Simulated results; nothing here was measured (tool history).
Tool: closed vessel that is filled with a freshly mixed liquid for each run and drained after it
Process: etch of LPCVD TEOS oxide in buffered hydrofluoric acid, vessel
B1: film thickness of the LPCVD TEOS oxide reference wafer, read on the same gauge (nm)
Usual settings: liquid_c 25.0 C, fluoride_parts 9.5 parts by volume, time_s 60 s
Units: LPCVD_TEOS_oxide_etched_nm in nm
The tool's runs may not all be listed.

{"run": 1, "day": 0.0, "liquid_c": 25.0, "fluoride_parts": 9.5, "time_s": 60, "B1": 130.01, "LPCVD_TEOS_oxide_etched_nm": 242.11}
{"run": 2, "day": 3.45, "liquid_c": 25.0, "fluoride_parts": 9.5, "time_s": 60, "B1": 130.03, "LPCVD_TEOS_oxide_etched_nm": 242.17}
{"run": 3, "day": 5.325, "liquid_c": 25.0, "fluoride_parts": 9.5, "time_s": 60, "B1": 130.0, "LPCVD_TEOS_oxide_etched_nm": 241.62}
{"run": 4, "day": 6.758, "liquid_c": 25.0, "fluoride_parts": 10.5, "time_s": 60, "B1": 129.99, "LPCVD_TEOS_oxide_etched_nm": 222.92}
{"run": 5, "day": 8.458, "liquid_c": 25.0, "fluoride_parts": 10.5, "time_s": 60, "B1": 130.0, "LPCVD_TEOS_oxide_etched_nm": 223.19}
{"run": 6, "day": 10.738, "liquid_c": 25.0, "fluoride_parts": 9.5, "time_s": 60, "B1": 129.99, "LPCVD_TEOS_oxide_etched_nm": 240.55}
{"run": 7, "day": 17.304, "liquid_c": 25.0, "fluoride_parts": 9.5, "time_s": 60, "B1": 130.01, "LPCVD_TEOS_oxide_etched_nm": 240.68}
{"run": 8, "day": 20.1, "liquid_c": 25.0, "fluoride_parts": 9.5, "time_s": 60, "B1": 130.0, "LPCVD_TEOS_oxide_etched_nm": 239.59}
{"run": 9, "day": 21.775, "liquid_c": 25.0, "fluoride_parts": 6.5, "time_s": 60, "B1": 130.01, "LPCVD_TEOS_oxide_etched_nm": 345.25}
{"day": 22.967, "done": "thermometer replaced"}
{"run": 10, "day": 24.542, "liquid_c": 25.0, "fluoride_parts": 6.5, "time_s": 60, "B1": 130.01, "LPCVD_TEOS_oxide_etched_nm": 355.04}
{"run": 11, "day": 25.912, "liquid_c": 25.0, "fluoride_parts": 9.5, "time_s": 60, "B1": 130.01, "LPCVD_TEOS_oxide_etched_nm": 247.4}
{"run": 12, "day": 27.475, "liquid_c": 25.0, "fluoride_parts": 9.5, "time_s": 60, "B1": 130.02, "LPCVD_TEOS_oxide_etched_nm": 246.22}
{"run": 13, "day": 30.208, "liquid_c": 25.0, "fluoride_parts": 9.5, "time_s": 60, "B1": 130.01, "LPCVD_TEOS_oxide_etched_nm": 243.59}
{"run": 14, "day": 32.329, "liquid_c": 25.0, "fluoride_parts": 9.5, "time_s": 35, "B1": 129.98, "LPCVD_TEOS_oxide_etched_nm": 143.7}
{"run": 15, "day": 35.004, "liquid_c": 21.5, "fluoride_parts": 6.5, "time_s": 90, "B1": 130.01, "LPCVD_TEOS_oxide_etched_nm": 437.99}
{"run": 16, "day": 38.029, "liquid_c": 27.0, "fluoride_parts": 8.0, "time_s": 30, "B1": 130.01, "LPCVD_TEOS_oxide_etched_nm": 159.81}
{"run": 17, "day": 39.662, "liquid_c": 22.0, "fluoride_parts": 10.5, "time_s": 30, "B1": 129.98, "LPCVD_TEOS_oxide_etched_nm": 95.79}
{"run": 18, "day": 42.554, "liquid_c": 25.0, "fluoride_parts": 8.0, "time_s": 90, "B1": 129.99, "LPCVD_TEOS_oxide_etched_nm": 428.42}
{"run": 19, "day": 44.242, "liquid_c": 25.0, "fluoride_parts": 10.5, "time_s": 95, "B1": 130.01, "LPCVD_TEOS_oxide_etched_nm": 355.49}
{"day": 45.138, "done": "hydrofluoric acid flow meter replaced"}
{"day": 45.654, "done": "gauge calibrated"}
{"run": 20, "day": 45.9, "liquid_c": 28.5, "fluoride_parts": 5.5, "time_s": 70, "B1": 130.01, "LPCVD_TEOS_oxide_etched_nm": 568.63}
{"run": 21, "day": 48.783, "liquid_c": 23.5, "fluoride_parts": 12.0, "time_s": 60, "B1": 130.0, "LPCVD_TEOS_oxide_etched_nm": 180.23}
{"run": 22, "day": 51.388, "liquid_c": 25.0, "fluoride_parts": 7.5, "time_s": 60, "B1": 130.0, "LPCVD_TEOS_oxide_etched_nm": 305.24}
{"run": 23, "day": 52.917, "liquid_c": 25.0, "fluoride_parts": 7.5, "time_s": 45, "B1": 129.99, "LPCVD_TEOS_oxide_etched_nm": 228.59}
{"run": 24, "day": 54.458, "liquid_c": 25.0, "fluoride_parts": 9.5, "time_s": 85, "B1": 129.99, "LPCVD_TEOS_oxide_etched_nm": 342.77}
{"run": 25, "day": 56.683, "liquid_c": 22.5, "fluoride_parts": 8.0, "time_s": 45, "B1": 130.0, "LPCVD_TEOS_oxide_etched_nm": 185.21}
{"run": 26, "day": 57.762, "liquid_c": 25.0, "fluoride_parts": 8.0, "time_s": 60, "B1": 129.99, "LPCVD_TEOS_oxide_etched_nm": 282.52}
{"run": 27, "day": 59.404, "liquid_c": 21.5, "fluoride_parts": 8.0, "time_s": 30, "B1": 130.01, "LPCVD_TEOS_oxide_etched_nm": 115.92}
{"run": 28, "day": 61.442, "liquid_c": 25.0, "fluoride_parts": 9.5, "time_s": 60, "B1": 129.99, "LPCVD_TEOS_oxide_etched_nm": 240.12}
{"run": 29, "day": 62.671, "liquid_c": 25.0, "fluoride_parts": 9.5, "time_s": 60, "B1": 130.0, "LPCVD_TEOS_oxide_etched_nm": 240.2}
{"run": 30, "day": 64.196, "liquid_c": 25.0, "fluoride_parts": 9.5, "time_s": 45, "B1": 129.99, "LPCVD_TEOS_oxide_etched_nm": 180.07}
{"run": 31, "day": 66.538, "liquid_c": 25.0, "fluoride_parts": 9.5, "time_s": 60, "B1": 130.01, "LPCVD_TEOS_oxide_etched_nm": 240.02}
{"run": 32, "day": 71.525, "liquid_c": 25.0, "fluoride_parts": 7.0, "time_s": 60, "B1": 130.01, "LPCVD_TEOS_oxide_etched_nm": 321.89}
{"run": 33, "day": 73.35, "liquid_c": 28.5, "fluoride_parts": 8.0, "time_s": 90, "B1": 129.98, "LPCVD_TEOS_oxide_etched_nm": 503.06}
{"day": 74.362, "done": "thermometer replaced"}
{"run": 34, "day": 75.658, "liquid_c": 25.0, "fluoride_parts": 10.5, "time_s": 60, "B1": 130.02, "LPCVD_TEOS_oxide_etched_nm": 227.83}

Forecast each of these 3 alternatives for the next run:
{"run": "A", "day": 75.688, "liquid_c": 20.0, "fluoride_parts": 9.5, "time_s": 60, "B1": "?", "LPCVD_TEOS_oxide_etched_nm": "?"}
{"run": "B", "day": 75.688, "liquid_c": 21.5, "fluoride_parts": 9.5, "time_s": 40, "B1": "?", "LPCVD_TEOS_oxide_etched_nm": "?"}
{"run": "C", "day": 75.688, "liquid_c": 28.5, "fluoride_parts": 12.0, "time_s": 45, "B1": "?", "LPCVD_TEOS_oxide_etched_nm": "?"}

run=A B1=129.99 LPCVD_TEOS_oxide_etched_nm=187.47
run=B B1=129.99 LPCVD_TEOS_oxide_etched_nm=135.87
run=C B1=129.99 LPCVD_TEOS_oxide_etched_nm=181.08
Without the tool's hidden state the same runs would have given:
run=A LPCVD_TEOS_oxide_etched_nm=187.89
run=B LPCVD_TEOS_oxide_etched_nm=136.18
run=C LPCVD_TEOS_oxide_etched_nm=181.47
